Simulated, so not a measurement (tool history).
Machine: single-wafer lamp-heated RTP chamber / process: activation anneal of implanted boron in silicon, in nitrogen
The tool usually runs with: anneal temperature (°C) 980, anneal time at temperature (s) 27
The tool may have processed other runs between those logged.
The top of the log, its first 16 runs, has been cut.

run	hour	anneal temperature (°C)	anneal time at temperature (s)	wafers since the last listed run	wafers since the last pyrometer calibration	wafers since the reflector plate was cleaned	hours since the gauge calibration	read-back reference wafer on the same gauge, sheet resistance	sheet resistance of the implanted and annealed layer (ohm/square)
17	1084.9	966	22	614	1047	6712	759.1	236.8	282.81
18	1169.2	980	40	661	1708	7373	843.4	236.98	261.03
19	1219.6	969	14	395	2104	7768	893.8	237.19	285.62
20	1323.2	970	27	812	2916	8580	997.4	237.46	274.71
21	1386.3	980	18	494	3411	9075	1060.5	237.37	268.11
22	1439.7	980	27	418	3830	9494	1113.9	237.68	265.48
23	1537.3	1007	15	765	4595	10259	1211.5	237.91	252.87
# hour 1569.2: pyrometer window cleaned and pyrometer calibrated
24	1603.8	980	27	458	271	10718	1278	238.11	264.62
# hour 1640.9: reflector plate cleaned
25	1662.6	980	27	398	669	170	1336.8	238.24	266.22
26	1738.1	980	15	592	1261	762	1412.3	238.14	269.62
27	1802.2	991	27	502	1764	1265	1476.4	238.6	259.53
28	1881.8	997	16	624	2388	1889	1556	238.79	258.06
29	1983.9	980	27	800	3189	2690	1658.1	239.24	265.83
30	2046.3	998	31	489	3678	3179	1720.5	239.79	256.32
31	2147.1	967	13	790	4469	3969	1821.3	239.76	292.45
32	2210.8	980	38	499	4968	4469	1885	240.14	265.02
# hour 2250.8: pyrometer window cleaned and pyrometer calibrated
33	2273.8	963	27	431	179	4900	1948	240.36	290.01
34	2327	997	31	417	597	5318	2001.2	240.47	258.7
35	2426.8	980	27	782	1379	6100	2101	241.17	269
# hour 2460.9: gauge calibrated
36	2478.1	990	13	402	1782	6502	17.2	235.46	260.62

Branching from run 36: 4 alternative next runs. What would each branch give?
A	2478.5	995	27	3	1785	6506	17.6	?	?
B	2478.5	967	18	3	1785	6506	17.6	?	?
C	2478.5	955	12	3	1785	6506	17.6	?	?
D	2478.5	967	27	3	1785	6506	17.6	?	?

run	read-back reference wafer on the same gauge, sheet resistance	sheet resistance of the implanted and annealed layer (ohm/square)
A	235.33	252.19
B	235.33	280.97
C	235.33	314.41
D	235.33	275.09
With the hidden condition removed and each run's random variation left untouched, the same runs would have given:
run	sheet resistance of the implanted and annealed layer (ohm/square)
A	252.72
B	281.56
C	315.06
D	275.66

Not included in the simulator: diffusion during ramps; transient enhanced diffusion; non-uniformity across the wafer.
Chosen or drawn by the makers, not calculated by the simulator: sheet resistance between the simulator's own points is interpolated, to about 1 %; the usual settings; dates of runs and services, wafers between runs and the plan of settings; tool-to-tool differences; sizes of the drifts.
